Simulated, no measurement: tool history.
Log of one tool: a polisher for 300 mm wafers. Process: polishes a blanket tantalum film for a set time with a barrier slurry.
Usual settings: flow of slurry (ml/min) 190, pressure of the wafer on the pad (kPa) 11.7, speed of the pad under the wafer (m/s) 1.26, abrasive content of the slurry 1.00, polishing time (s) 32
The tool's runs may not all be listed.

run,hour,flow of slurry (ml/min),pressure of the wafer on the pad (kPa),speed of the pad under the wafer (m/s),abrasive content of the slurry,polishing time (s),wafers since the last listed run,wafers polished on this pad,hours since the slurry nozzle was cleaned,hours since the head pressure was calibrated,hours since the slurry blender was calibrated,"incoming thickness of the incoming film, nm",film removed (nm)
1,0.0,190,11.7,1.26,0.90,32,0,344,199.4,321.1,121.7,308.1,61.5
2,91.5,190,11.7,0.96,1.00,32,692,1036,290.9,412.6,213.2,314.5,47.9
3,184.9,190,11.7,1.26,1.00,32,706,1743,384.3,506.0,306.6,308.9,61.2
4,268.1,190,11.7,1.26,1.00,32,629,2372,467.5,589.2,389.8,307.5,61.1
5,449.7,190,11.7,1.26,1.00,32,1373,3746,649.1,770.8,571.4,312.2,57.4
6,542.6,230,9.0,1.26,0.75,29,702,4449,742.0,863.7,664.3,313.3,32.8
# hour 548.7: head pressure recalibrated
# hour 589.2: slurry nozzle cleaned
# hour 609.2: slurry blender recalibrated
7,635.5,190,11.7,1.26,1.00,32,664,5114,46.3,86.8,26.3,305.5,66.5
# hour 738.7: worn pad replaced by a new one
8,739.3,190,11.7,1.26,1.00,32,754,4,150.1,190.6,130.1,309.6,66.5
9,792.2,190,11.7,1.26,1.00,32,400,404,203.0,243.5,183.0,306.1,65.6
10,862.7,145,15.2,1.44,1.15,32,533,937,273.5,314.0,253.5,310.5,95.1
11,911.5,190,11.7,0.92,0.75,27,369,1307,322.3,362.8,302.3,308.2,33.9
12,955.8,190,11.7,1.26,1.00,32,335,1642,366.6,407.1,346.6,307.3,64.5
13,1051.2,210,14.5,1.40,0.90,32,721,2363,462.0,502.5,442.0,310.7,82.2
14,1106.5,190,11.7,1.12,1.00,32,418,2782,517.3,557.8,497.3,315.7,53.7
15,1199.6,220,9.7,1.26,1.00,32,704,3486,610.4,650.9,590.4,314.6,49.6
16,1262.0,190,11.7,1.26,1.00,32,472,3958,672.8,713.3,652.8,308.5,57.5
17,1349.9,155,11.7,1.04,1.00,32,664,4623,760.7,801.2,740.7,303.4,43.4
# hour 1354.2: head pressure recalibrated
# hour 1366.4: slurry nozzle cleaned
# hour 1400.4: slurry blender recalibrated
18,1418.5,190,11.7,1.26,1.00,32,481,5104,52.1,64.3,18.1,311.9,64.9
# hour 1458.7: worn pad replaced by a new one
19,1517.2,140,9.7,1.26,1.20,43,716,442,150.8,163.0,116.8,313.1,74.0
20,1589.0,245,14.5,1.26,1.00,32,543,985,222.6,234.8,188.6,308.8,83.4
21,1692.1,250,11.7,1.26,0.90,32,779,1765,325.7,337.9,291.7,309.9,62.3
22,1775.4,190,11.7,1.26,1.00,32,630,2395,409.0,421.2,375.0,308.5,62.5
23,1851.4,190,10.3,1.56,0.80,32,574,2970,485.0,497.2,451.0,308.9,60.1
24,1913.1,190,11.7,1.26,1.00,32,466,3437,546.7,558.9,512.7,315.0,60.4
25,1975.8,190,11.7,1.26,1.00,24,474,3911,609.4,621.6,575.4,311.2,44.3
26,2048.7,245,11.7,1.26,1.00,32,551,4463,682.3,694.5,648.3,308.9,58.7
# hour 2152.7: head pressure recalibrated
27,2153.2,190,11.7,1.26,1.00,32,775,5238,786.8,0.5,752.8,310.1,53.7
# hour 2182.5: slurry blender recalibrated
# hour 2193.6: worn pad replaced by a new one
28,2194.1,130,9.0,1.14,1.00,40,264,3,827.7,41.4,11.6,312.2,48.2
# hour 2239.4: slurry nozzle cleaned
29,2246.4,190,11.7,1.26,1.00,32,388,391,7.0,93.7,63.9,310.4,65.3

The same runs without the tool's hidden state, with the same run-to-run variation:
The hidden state here: removal rate lost through wear of the pad, %; slurry flow missing at the pad, %; deviation of the head's pressure from its setpoint, %; abrasive missing from the slurry, %.
run,film removed (nm)
1,63.8
2,50.4
3,65.5
4,66.8
5,66.9
6,40.8
7,66.8
8,67.5
9,67.0
10,98.5
11,35.5
12,67.8
13,88.5
14,58.8
15,55.8
16,66.9
17,53.5
18,65.6
19,75.6
20,85.5
21,65.0
22,66.7
23,66.1
24,67.1
25,50.4
26,68.1
27,66.8
28,55.4
29,67.2
